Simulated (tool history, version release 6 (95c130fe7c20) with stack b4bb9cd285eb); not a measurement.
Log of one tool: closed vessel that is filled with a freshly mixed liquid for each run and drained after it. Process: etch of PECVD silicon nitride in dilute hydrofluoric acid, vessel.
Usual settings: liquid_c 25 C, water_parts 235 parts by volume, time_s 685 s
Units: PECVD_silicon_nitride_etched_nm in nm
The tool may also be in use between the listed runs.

run	day	liquid_c	water_parts	time_s	wafers since the last listed run	hours since the thermometer was replaced	hours since the hydrofluoric acid flow meter was replaced	hours since the gauge calibration	read-back film thickness of the PECVD silicon nitride reference wafer, read on the same gauge (nm)	PECVD_silicon_nitride_etched_nm
1	0	23	235	685	0	1390.6	339.3	2206.2	53.94	6.59
2	3.362	23	235	685	5684	1471.3	420	2286.9	54.06	6.59
3	7.321	23	235	685	6691	1566.3	515	2381.9	54.17	6.69
4	9.054	25	235	685	2930	1607.9	556.6	2423.5	54.23	7.58
# day 9.267: hydrofluoric acid flow meter replaced
5	11.312	25	260	685	3747	1662.1	49.1	2477.7	54.26	6.85
6	12.979	25	260	685	2817	1702.1	89.1	2517.7	54.36	6.81
7	16.546	25	260	685	6029	1787.7	174.7	2603.3	54.43	6.86
# day 19.558: gauge calibrated
8	20.104	25	235	685	6015	1873.1	260.1	13.1	49.84	7.01
9	23.596	25	235	685	5902	1956.9	343.9	96.9	49.95	6.97
10	27.617	25	190	685	6797	2053.4	440.4	193.4	50.09	8.71
11	29.983	25	190	685	4001	2110.2	497.2	250.2	50.18	8.74
# day 33.221: hydrofluoric acid flow meter replaced
12	33.467	25	235	685	5818	2193.8	5.9	333.8	50.27	7.03
13	36.471	25	195	440	5078	2265.9	78	405.9	50.36	5.46
14	38.475	28	285	375	3388	2314	126.1	454	50.42	3.78
15	40.704	25	235	685	3768	2367.5	179.6	507.5	50.51	7.09
16	44.862	25	235	685	7029	2467.3	279.4	607.3	50.65	7.04
17	46.433	22.5	295	1055	2655	2505	317.1	645	50.75	7.37
# day 47.475: thermometer replaced
18	49.483	28	235	685	5085	48.2	390.3	718.2	50.8	8.41
19	52.6	25	155	830	5268	123	465.1	793	50.86	13.13
20	55.592	30	235	920	5057	194.8	536.9	864.8	50.96	13.05
21	57.283	25	235	685	2859	235.4	577.5	905.4	51.04	7.03
22	60	27.5	140	835	4592	300.6	642.7	970.6	51.12	17.1
# day 61.108: hydrofluoric acid flow meter replaced
23	62.054	21.5	235	685	3402	349.9	22.7	1019.9	51.2	5.71
24	65.242	29	235	685	5388	426.4	99.2	1096.4	51.3	9.03
25	68.262	25	235	685	5106	498.9	171.7	1168.9	51.41	7.21
26	71.175	27.5	235	685	4923	568.8	241.6	1238.8	51.44	8.32
27	74.275	25	185	1045	5240	643.2	316	1313.2	51.58	13.87
28	77.567	25	190	685	5564	722.2	395	1392.2	51.68	8.9
29	80.383	25	235	685	4761	789.8	462.6	1459.8	51.74	7.21
30	82.938	20	190	460	4318	851.1	523.9	1521.1	51.86	4.38
# day 87.333: hydrofluoric acid flow meter replaced
31	87.379	25	235	685	7438	957.7	1.1	1627.7	52	7.23
32	94.638	22.5	235	685	12270	1131.9	175.3	1801.9	52.3	6.22
33	97.404	21	320	280	4677	1198.3	241.7	1868.3	52.32	1.7

3 ways to go on from here, each from the tool as it stands after run 33. What would each give?
A	97.438	25	235	945	56	1199.1	242.5	1869.1	?	?
B	97.438	29.5	270	685	56	1199.1	242.5	1869.1	?	?
C	97.438	22.5	235	500	56	1199.1	242.5	1869.1	?	?

run	read-back film thickness of the PECVD silicon nitride reference wafer, read on the same gauge (nm)	PECVD_silicon_nitride_etched_nm
A	52.31	10.02
B	52.31	8.27
C	52.31	4.53
Without the tool's hidden state the same runs would have given:
run	PECVD_silicon_nitride_etched_nm
A	9.57
B	7.9
C	4.33
